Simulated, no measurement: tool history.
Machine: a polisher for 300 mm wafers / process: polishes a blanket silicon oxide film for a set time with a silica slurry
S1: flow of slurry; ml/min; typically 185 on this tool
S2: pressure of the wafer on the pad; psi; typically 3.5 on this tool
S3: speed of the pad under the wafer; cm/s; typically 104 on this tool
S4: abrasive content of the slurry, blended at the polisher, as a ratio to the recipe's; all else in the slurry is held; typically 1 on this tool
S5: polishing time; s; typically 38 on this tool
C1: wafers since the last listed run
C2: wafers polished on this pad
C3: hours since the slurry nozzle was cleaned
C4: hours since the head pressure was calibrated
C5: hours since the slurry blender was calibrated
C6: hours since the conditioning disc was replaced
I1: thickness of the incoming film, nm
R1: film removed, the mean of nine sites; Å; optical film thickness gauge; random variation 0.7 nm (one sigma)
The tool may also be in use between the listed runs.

run 1 hour=0 | S1=185 S2=3.5 S3=104 S4=1 S5=38 | C1=0 C2=1137 C3=60.4 C4=1043.7 C5=164.4 C6=108.4 | I1=826.4 | R1=963
run 2 hour=26.3 | S1=185 S2=3.5 S3=104 S4=1 S5=38 | C1=324 C2=1461 C3=86.7 C4=1070 C5=190.7 C6=134.7 | I1=817.1 | R1=958
run 3 hour=39.4 | S1=220 S2=3.5 S3=104 S4=1 S5=38 | C1=161 C2=1623 C3=99.8 C4=1083.1 C5=203.8 C6=147.8 | I1=819.1 | R1=967
-- hour=50.6 head pressure recalibrated
run 4 hour=60.7 | S1=220 S2=3.5 S3=104 S4=1 S5=38 | C1=238 C2=1861 C3=121.1 C4=10.1 C5=225.1 C6=169.1 | I1=838.3 | R1=981
run 5 hour=74 | S1=220 S2=3.5 S3=104 S4=1 S5=38 | C1=164 C2=2025 C3=134.4 C4=23.4 C5=238.4 C6=182.4 | I1=818.3 | R1=960
run 6 hour=105.1 | S1=170 S2=3.5 S3=104 S4=1 S5=38 | C1=383 C2=2409 C3=165.5 C4=54.5 C5=269.5 C6=213.5 | I1=809.1 | R1=922
-- hour=115.3 slurry blender recalibrated
run 7 hour=121 | S1=185 S2=4.7 S3=104 S4=1 S5=38 | C1=171 C2=2581 C3=181.4 C4=70.4 C5=5.7 C6=229.4 | I1=828.6 | R1=1236
-- hour=141.8 worn pad replaced by a new one
run 8 hour=152 | S1=210 S2=4.1 S3=80 S4=1 S5=38 | C1=333 C2=125 C3=212.4 C4=101.4 C5=36.7 C6=260.4 | I1=817.9 | R1=986
run 9 hour=212.2 | S1=185 S2=3.5 S3=104 S4=1 S5=38 | C1=742 C2=868 C3=272.6 C4=161.6 C5=96.9 C6=320.6 | I1=819.7 | R1=971
run 10 hour=226.4 | S1=240 S2=4.5 S3=104 S4=0.8 S5=43 | C1=175 C2=1043 C3=286.8 C4=175.8 C5=111.1 C6=334.8 | I1=833.3 | R1=1323
run 11 hour=240.6 | S1=185 S2=3.5 S3=104 S4=1 S5=38 | C1=175 C2=1219 C3=301 C4=190 C5=125.3 C6=349 | I1=817 | R1=965
-- hour=250.1 conditioning disc replaced and pad reconditioned
run 12 hour=274.6 | S1=185 S2=3.5 S3=104 S4=1 S5=38 | C1=394 C2=1614 C3=335 C4=224 C5=159.3 C6=24.5 | I1=826.6 | R1=950
run 13 hour=303.5 | S1=185 S2=3.5 S3=104 S4=1 S5=38 | C1=356 C2=1970 C3=363.9 C4=252.9 C5=188.2 C6=53.4 | I1=814.4 | R1=946
run 14 hour=319.2 | S1=185 S2=3.5 S3=104 S4=0.8 S5=38 | C1=193 C2=2164 C3=379.6 C4=268.6 C5=203.9 C6=69.1 | I1=815.1 | R1=853
run 15 hour=337.8 | S1=185 S2=3.5 S3=104 S4=1 S5=38 | C1=229 C2=2393 C3=398.2 C4=287.2 C5=222.5 C6=87.7 | I1=804.5 | R1=936
-- hour=343.9 worn pad replaced by a new one
run 16 hour=364.5 | S1=185 S2=3.5 S3=104 S4=1 S5=38 | C1=280 C2=253 C3=424.9 C4=313.9 C5=249.2 C6=114.4 | I1=806 | R1=1001
-- hour=371.8 slurry blender recalibrated
run 17 hour=379.3 | S1=145 S2=3.9 S3=104 S4=0.7 S5=33 | C1=157 C2=411 C3=439.7 C4=328.7 C5=7.5 C6=129.2 | I1=820.8 | R1=769
run 18 hour=415.4 | S1=185 S2=3.5 S3=104 S4=1 S5=38 | C1=445 C2=857 C3=475.8 C4=364.8 C5=43.6 C6=165.3 | I1=812.6 | R1=979
run 19 hour=427.8 | S1=185 S2=3.5 S3=104 S4=1.1 S5=38 | C1=153 C2=1010 C3=488.2 C4=377.2 C5=56 C6=177.7 | I1=823.3 | R1=1012
run 20 hour=458.3 | S1=225 S2=4.3 S3=124 S4=0.85 S5=38 | C1=376 C2=1386 C3=518.7 C4=407.7 C5=86.5 C6=208.2 | I1=816.2 | R1=1283
run 21 hour=483.2 | S1=185 S2=3.5 S3=120 S4=0.7 S5=38 | C1=307 C2=1693 C3=543.6 C4=432.6 C5=111.4 C6=233.1 | I1=820.7 | R1=901
run 22 hour=512.5 | S1=185 S2=3.5 S3=104 S4=1 S5=38 | C1=361 C2=2055 C3=572.9 C4=461.9 C5=140.7 C6=262.4 | I1=830.1 | R1=942
run 23 hour=525.4 | S1=185 S2=2.6 S3=104 S4=1 S5=38 | C1=159 C2=2214 C3=585.8 C4=474.8 C5=153.6 C6=275.3 | I1=807.7 | R1=699
-- hour=544.1 worn pad replaced by a new one
run 24 hour=545.7 | S1=215 S2=4.6 S3=104 S4=0.85 S5=49 | C1=201 C2=19 C3=606.1 C4=495.1 C5=173.9 C6=295.6 | I1=816.9 | R1=1610
run 25 hour=573.2 | S1=185 S2=4.3 S3=104 S4=1 S5=30 | C1=339 C2=358 C3=633.6 C4=522.6 C5=201.4 C6=323.1 | I1=828 | R1=951
run 26 hour=604.8 | S1=225 S2=3.5 S3=132 S4=1 S5=49 | C1=389 C2=748 C3=665.2 C4=554.2 C5=233 C6=354.7 | I1=811.3 | R1=1538

Forecast each of these 4 alternatives for the next run:
run A hour=605.2 | S1=185 S2=3.5 S3=104 S4=1 S5=47 | C1=4 C2=753 C3=665.6 C4=554.6 C5=233.4 C6=355.1 | I1=820.5 | R1=?
run B hour=605.2 | S1=215 S2=3.5 S3=104 S4=0.9 S5=38 | C1=4 C2=753 C3=665.6 C4=554.6 C5=233.4 C6=355.1 | I1=820.5 | R1=?
run C hour=605.2 | S1=135 S2=3.5 S3=104 S4=1 S5=30 | C1=4 C2=753 C3=665.6 C4=554.6 C5=233.4 C6=355.1 | I1=820.5 | R1=?
run D hour=605.2 | S1=185 S2=3.5 S3=104 S4=0.9 S5=38 | C1=4 C2=753 C3=665.6 C4=554.6 C5=233.4 C6=355.1 | I1=820.5 | R1=?

run=A R1=1224
run=B R1=962
run=C R1=736
run=D R1=942
Take away the tool's hidden state, keep each run's random variation, and the runs would have read:
run=A R1=1249
run=B R1=983
run=C R1=751
run=D R1=961

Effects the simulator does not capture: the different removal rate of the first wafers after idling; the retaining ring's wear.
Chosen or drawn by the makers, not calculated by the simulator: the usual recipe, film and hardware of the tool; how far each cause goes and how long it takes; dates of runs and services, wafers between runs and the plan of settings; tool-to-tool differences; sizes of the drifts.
